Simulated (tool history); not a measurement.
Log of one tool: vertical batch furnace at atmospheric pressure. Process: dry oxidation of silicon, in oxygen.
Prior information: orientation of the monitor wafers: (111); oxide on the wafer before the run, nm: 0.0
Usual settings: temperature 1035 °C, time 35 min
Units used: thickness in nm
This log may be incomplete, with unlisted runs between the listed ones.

| run | day | temperature | time | read-back reference wafer on the same gauge, thickness | thickness |
|---|---|---|---|---|---|
| 1 | 0 | 1035 | 35 | 60.72 | 61.39 |
| 2 | 0.638 | 1024 | 35 | 60.74 | 57.25 |
| 3 | 0.971 | 1024 | 35 | 60.72 | 57.11 |
| 4 | 1.75 | 1024 | 35 | 60.74 | 57.18 |
| 5 | 2.192 | 1026 | 28 | 60.81 | 50.09 |
| 6 | 2.479 | 1026 | 28 | 60.81 | 50.09 |
| 7 | 2.942 | 1026 | 28 | 60.76 | 50.04 |
|  | 4.079 | thermocouples replaced and temperature profile calibrated |
|  | 4.629 | boat lift adjusted |
| 8 | 4.65 | 1035 | 41 | 60.8 | 68.16 |
| 9 | 4.846 | 1016 | 35 | 60.81 | 54.16 |
| 10 | 5.042 | 1016 | 35 | 60.78 | 54.08 |
| 11 | 5.238 | 1016 | 35 | 60.8 | 54.16 |
| 12 | 5.438 | 1035 | 35 | 60.82 | 61.48 |
| 13 | 5.633 | 1052 | 19.5 | 60.81 | 46.77 |
| 14 | 6.058 | 1013 | 20 | 60.8 | 36.62 |
| 15 | 6.612 | 1024 | 35 | 60.85 | 57.33 |
| 16 | 7.283 | 1035 | 20 | 60.82 | 42.68 |
| 17 | 7.6 | 1035 | 27 | 60.83 | 51.84 |
| 18 | 8.338 | 1035 | 23 | 60.89 | 46.76 |
|  | 8.396 | gauge calibrated |
| 19 | 9.079 | 1035 | 28.5 | 60.14 | 53.08 |
| 20 | 9.554 | 1017 | 40 | 60.23 | 58.85 |
| 21 | 10.125 | 1035 | 52 | 60.24 | 78.76 |
| 22 | 10.796 | 1035 | 35 | 60.39 | 61.04 |
| 23 | 11.317 | 1026 | 28 | 60.42 | 49.87 |
| 24 | 11.683 | 1010 | 35 | 60.42 | 51.34 |
| 25 | 12.183 | 1026 | 28 | 60.47 | 49.78 |

Here are 5 independent what-if runs from the current tool condition. What would each one return?
| A | 12.383 | 1035 | 35 | ? | ? |
| B | 12.383 | 1044 | 40.5 | ? | ? |
| C | 12.383 | 1028 | 21.5 | ? | ? |
| D | 12.383 | 1018 | 44.5 | ? | ? |
| E | 12.383 | 1025 | 42.5 | ? | ? |

| run | read-back reference wafer on the same gauge, thickness | thickness |
|---|---|---|
| A | 60.46 | 61.03 |
| B | 60.46 | 70.85 |
| C | 60.46 | 42.47 |
| D | 60.46 | 63.78 |
| E | 60.46 | 64.97 |
With the hidden condition removed and each run's random variation left untouched, the same runs would have given:
| run | thickness |
|---|---|
| A | 60.42 |
| B | 70.15 |
| C | 42.05 |
| D | 63.15 |
| E | 64.32 |
